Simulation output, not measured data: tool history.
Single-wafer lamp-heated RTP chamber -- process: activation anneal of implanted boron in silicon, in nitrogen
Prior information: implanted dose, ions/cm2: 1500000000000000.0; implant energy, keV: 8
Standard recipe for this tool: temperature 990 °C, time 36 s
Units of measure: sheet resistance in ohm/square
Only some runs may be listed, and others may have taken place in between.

run	hour	temperature	time	wafers since the last listed run	wafers since the last pyrometer calibration	wafers since the reflector plate was cleaned	hours since the gauge calibration	read-back reference wafer on the same gauge, sheet resistance	sheet resistance
1	0	990	36	0	3031	9580	571.6	112.79	133.9
2	98.6	990	32	1685	4716	11265	670.2	113.08	135.47
# hour 129.1: reflector plate cleaned
3	160.8	990	32	926	5642	541	732.4	113.24	136.14
4	215	990	32	926	6569	1468	786.6	113.29	136.36
5	294.8	990	36	1363	7933	2831	866.4	113.55	134.6
# hour 351.5: pyrometer window cleaned and pyrometer calibrated
6	388.2	990	45	1459	627	4291	959.8	113.67	133.17
7	454.2	998	36	1128	1756	5419	1025.8	113.86	130.81
8	515.8	998	36	1052	2808	6472	1087.4	114.04	130.34
9	571.4	998	36	950	3759	7422	1143	114.18	130.1
10	630.8	1008	36	1015	4774	8438	1202.4	114.3	125.59
11	686.9	1008	36	958	5733	9396	1258.5	114.51	125.79
# hour 886.7: pyrometer window cleaned and pyrometer calibrated
# hour 995.1: reflector plate cleaned
12	997	990	36	5026	1748	32	1568.6	115.21	136.3
13	1050.6	990	16	916	2664	949	1622.2	115.38	145.52
14	1151.7	962	19	1727	4392	2676	1723.3	115.57	173.27
15	1219.1	990	44	1151	5544	3828	1790.7	115.76	136
# hour 1261.7: gauge calibrated
16	1317.3	962	52	1678	7222	5507	55.6	111.45	151.64
# hour 1345.2: pyrometer window cleaned and pyrometer calibrated
17	1368.9	972	48	745	404	6252	107.2	111.46	142.78
18	1587.7	962	19	3739	4144	9992	326	111.99	169.13
19	1658.5	990	36	1210	5354	11202	396.8	112.18	133
20	1744	980	15	1461	6816	12663	482.3	112.47	151.95
21	1783.8	990	36	680	7496	13344	522.1	112.52	133.19
# hour 1843.7: pyrometer window cleaned and pyrometer calibrated
# hour 1886.4: reflector plate cleaned
22	2056.3	974	20	4384	3496	2904	794.6	113.29	154.02
# hour 2282.2: pyrometer window cleaned and pyrometer calibrated
23	2373.8	990	47	5289	1565	8194	1112.1	113.97	132.42

5 ways to go on from here, each from the tool as it stands after run 23. What would each give?
A	2374.2	990	36	6	1572	8200	1112.5	?	?
B	2374.2	1007	15	6	1572	8200	1112.5	?	?
C	2374.2	977	29	6	1572	8200	1112.5	?	?
D	2374.2	976	36	6	1572	8200	1112.5	?	?
E	2374.2	971	36	6	1572	8200	1112.5	?	?

run	read-back reference wafer on the same gauge, sheet resistance	sheet resistance
A	113.91	135.78
B	113.91	134.7
C	113.91	148.12
D	113.91	146.39
E	113.91	150.97
With the hidden condition removed and each run's random variation left untouched, the same runs would have given:
run	sheet resistance
A	132.29
B	131.23
C	144.31
D	142.62
E	147.09

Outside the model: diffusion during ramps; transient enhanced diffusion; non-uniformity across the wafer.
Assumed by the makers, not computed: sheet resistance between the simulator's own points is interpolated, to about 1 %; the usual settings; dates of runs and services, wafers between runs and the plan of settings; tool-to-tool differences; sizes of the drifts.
